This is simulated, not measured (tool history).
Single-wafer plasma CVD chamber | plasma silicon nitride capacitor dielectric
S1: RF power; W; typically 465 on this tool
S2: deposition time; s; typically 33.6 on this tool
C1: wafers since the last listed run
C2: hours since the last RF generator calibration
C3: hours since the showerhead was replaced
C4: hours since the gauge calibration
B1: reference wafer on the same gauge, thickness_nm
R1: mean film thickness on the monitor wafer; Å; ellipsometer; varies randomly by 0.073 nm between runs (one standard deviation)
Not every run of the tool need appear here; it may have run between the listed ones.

run,hour,S1,S2,C1,C2,C3,C4,B1,R1
1,0.0,465,33.6,0,1839.7,3441.0,6.5,51.479,473.73
2,14.6,505,31.4,285,1854.3,3455.6,21.1,51.490,454.26
3,31.0,505,31.4,320,1870.7,3472.0,37.5,51.492,455.75
4,39.4,505,31.4,164,1879.1,3480.4,45.9,51.510,454.49
5,45.6,465,33.6,121,1885.3,3486.6,52.1,51.512,475.08
6,53.7,465,33.6,158,1893.4,3494.7,60.2,51.513,473.01
7,68.8,465,33.6,294,1908.5,3509.8,75.3,51.491,474.22
8,86.6,465,31.5,347,1926.3,3527.6,93.1,51.484,444.75
9,104.5,465,31.5,349,1944.2,3545.5,111.0,51.488,445.21
10,121.4,465,31.5,330,1961.1,3562.4,127.9,51.503,444.10
11,138.6,440,33.6,335,1978.3,3579.6,145.1,51.501,466.91
12,146.7,440,33.6,158,1986.4,3587.7,153.2,51.499,465.47
13,158.2,440,33.6,224,1997.9,3599.2,164.7,51.474,466.10
14,175.2,465,38.7,332,2014.9,3616.2,181.7,51.496,546.03
15,183.9,465,38.7,169,2023.6,3624.9,190.4,51.492,543.94
16,190.6,465,38.7,130,2030.3,3631.6,197.1,51.517,543.66
17,197.7,465,33.6,138,2037.4,3638.7,204.2,51.486,473.57
18,248.4,465,33.6,990,2088.1,3689.4,254.9,51.487,473.43
19,257.9,465,33.6,185,2097.6,3698.9,264.4,51.479,473.32
20,269.5,465,32.2,226,2109.2,3710.5,276.0,51.496,453.11
21,282.6,465,33.6,255,2122.3,3723.6,289.1,51.505,474.45
22,290.8,465,33.6,160,2130.5,3731.8,297.3,51.499,472.31
23,300.1,465,33.6,181,2139.8,3741.1,306.6,51.486,473.68
# hour 323.1: RF generator calibrated
24,323.6,550,31.3,302,0.5,3764.6,330.1,51.506,472.98
25,325.6,465,38.7,39,2.5,3766.6,332.1,51.524,556.91
26,342.1,435,31.9,322,19.0,3783.1,348.6,51.497,451.00
27,348.9,395,33.6,132,25.8,3789.9,355.4,51.504,461.61
# hour 355.8: gauge calibrated
28,361.4,495,36.5,244,38.3,3802.4,5.6,51.512,535.46
29,375.2,465,31.5,269,52.1,3816.2,19.4,51.494,452.83

The next listed run, before its measurement:
30,390.4,535,27.6,296,67.3,3831.4,34.6,?,?

B1: 51.502
R1: 413.76 Å
With the hidden condition absent and the run-to-run variation left alone, this run would have shown R1 414.91 Å.

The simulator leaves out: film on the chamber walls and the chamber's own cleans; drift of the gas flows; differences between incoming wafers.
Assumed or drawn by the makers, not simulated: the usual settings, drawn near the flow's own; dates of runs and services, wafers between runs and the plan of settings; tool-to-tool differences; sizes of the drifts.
